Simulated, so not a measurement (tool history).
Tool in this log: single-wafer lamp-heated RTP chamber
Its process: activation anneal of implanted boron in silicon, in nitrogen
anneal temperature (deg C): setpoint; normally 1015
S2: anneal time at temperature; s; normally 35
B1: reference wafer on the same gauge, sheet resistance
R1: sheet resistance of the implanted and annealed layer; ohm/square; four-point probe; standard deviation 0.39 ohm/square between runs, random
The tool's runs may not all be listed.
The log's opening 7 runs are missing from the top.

Run 8, hour 93.3: usual settings; B1 82.19. Result: R1 70.47 ohm/square.
Run 9, hour 106.5: usual settings; B1 82.36. Result: R1 70.2 ohm/square.
Run 10, hour 118.1: usual settings; B1 82.22. Result: R1 70.72 ohm/square.
Run 11, hour 130.8: usual settings; B1 82.29. Result: R1 70.09 ohm/square.
Run 12, hour 138: usual settings; B1 82.09. Result: R1 70.53 ohm/square.
At hour 150.2: pyrometer window cleaned and pyrometer calibrated.
Run 13, hour 150.7: usual settings; B1 82.11. Result: R1 71.23 ohm/square.
Run 14, hour 161: usual settings; B1 82.18. Result: R1 70.11 ohm/square.
Run 15, hour 168.1: usual settings but S2 41 s; B1 82.23. Result: R1 69.59 ohm/square.
Run 16, hour 178: usual settings but S2 41 s; B1 82.51. Result: R1 70.04 ohm/square.
Run 17, hour 195.6: usual settings but anneal temperature (deg C) 993, S2 23 s; B1 82.2. Result: R1 77.95 ohm/square.
Run 18, hour 213: usual settings but anneal temperature (deg C) 1024, S2 48 s; B1 82.21. Result: R1 68.46 ohm/square.
Run 19, hour 219.7: usual settings but S2 28 s; B1 82.28. Result: R1 70.21 ohm/square.
At hour 234.6: reflector plate cleaned.
Run 20, hour 235.1: usual settings but S2 18 s; B1 82.16. Result: R1 71.49 ohm/square.
Run 21, hour 243: usual settings but S2 46 s; B1 82.15. Result: R1 70.6 ohm/square.
Run 22, hour 254.5: usual settings but anneal temperature (deg C) 1030; B1 82.17. Result: R1 68.21 ohm/square.
Run 23, hour 263.8: usual settings but anneal temperature (deg C) 989, S2 19 s; B1 82.42. Result: R1 80.02 ohm/square.
At hour 266.9: gauge calibrated.
Run 24, hour 308.2: usual settings but anneal temperature (deg C) 1028, S2 28 s; B1 82.23. Result: R1 69.07 ohm/square.
Run 25, hour 324.2: usual settings but S2 51 s; B1 82.46. Result: R1 68.98 ohm/square.
Run 26, hour 332: usual settings; B1 82.33. Result: R1 69.93 ohm/square.
Run 27, hour 340.2: usual settings; B1 82.27. Result: R1 70.82 ohm/square.
Run 28, hour 348.3: usual settings but S2 17 s; B1 82.39. Result: R1 73.01 ohm/square.
Run 29, hour 361.1: usual settings; B1 82.27. Result: R1 71.01 ohm/square.
Run 30, hour 378.5: usual settings; B1 82.13. Result: R1 71.39 ohm/square.
Run 31, hour 384.8: usual settings but anneal temperature (deg C) 1001, S2 52 s; B1 82.31. Result: R1 72.92 ohm/square.
Run 32, hour 394.1: usual settings but anneal temperature (deg C) 1038, S2 22 s; B1 82.03. Result: R1 68.41 ohm/square.

Alternative continuations, all from the tool just after run 32; predict every row:
Run A, hour 394.5: usual settings but S2 19 s; B1 ?. Result: R1 ?.
Run B, hour 394.5: usual settings but S2 53 s; B1 ?. Result: R1 ?.
Run C, hour 394.5: usual settings but anneal temperature (deg C) 1035; B1 ?. Result: R1 ?.
Run D, hour 394.5: usual settings but anneal temperature (deg C) 1041, S2 42 s; B1 ?. Result: R1 ?.

run     B1     R1
  A  82.12  73.05
  B  82.12  70.14
  C  82.12   68.2
  D  82.12  66.93
What these runs would have given with no unlogged condition in the tool:
run     R1
  A  73.05
  B  70.14
  C   68.2
  D  66.93

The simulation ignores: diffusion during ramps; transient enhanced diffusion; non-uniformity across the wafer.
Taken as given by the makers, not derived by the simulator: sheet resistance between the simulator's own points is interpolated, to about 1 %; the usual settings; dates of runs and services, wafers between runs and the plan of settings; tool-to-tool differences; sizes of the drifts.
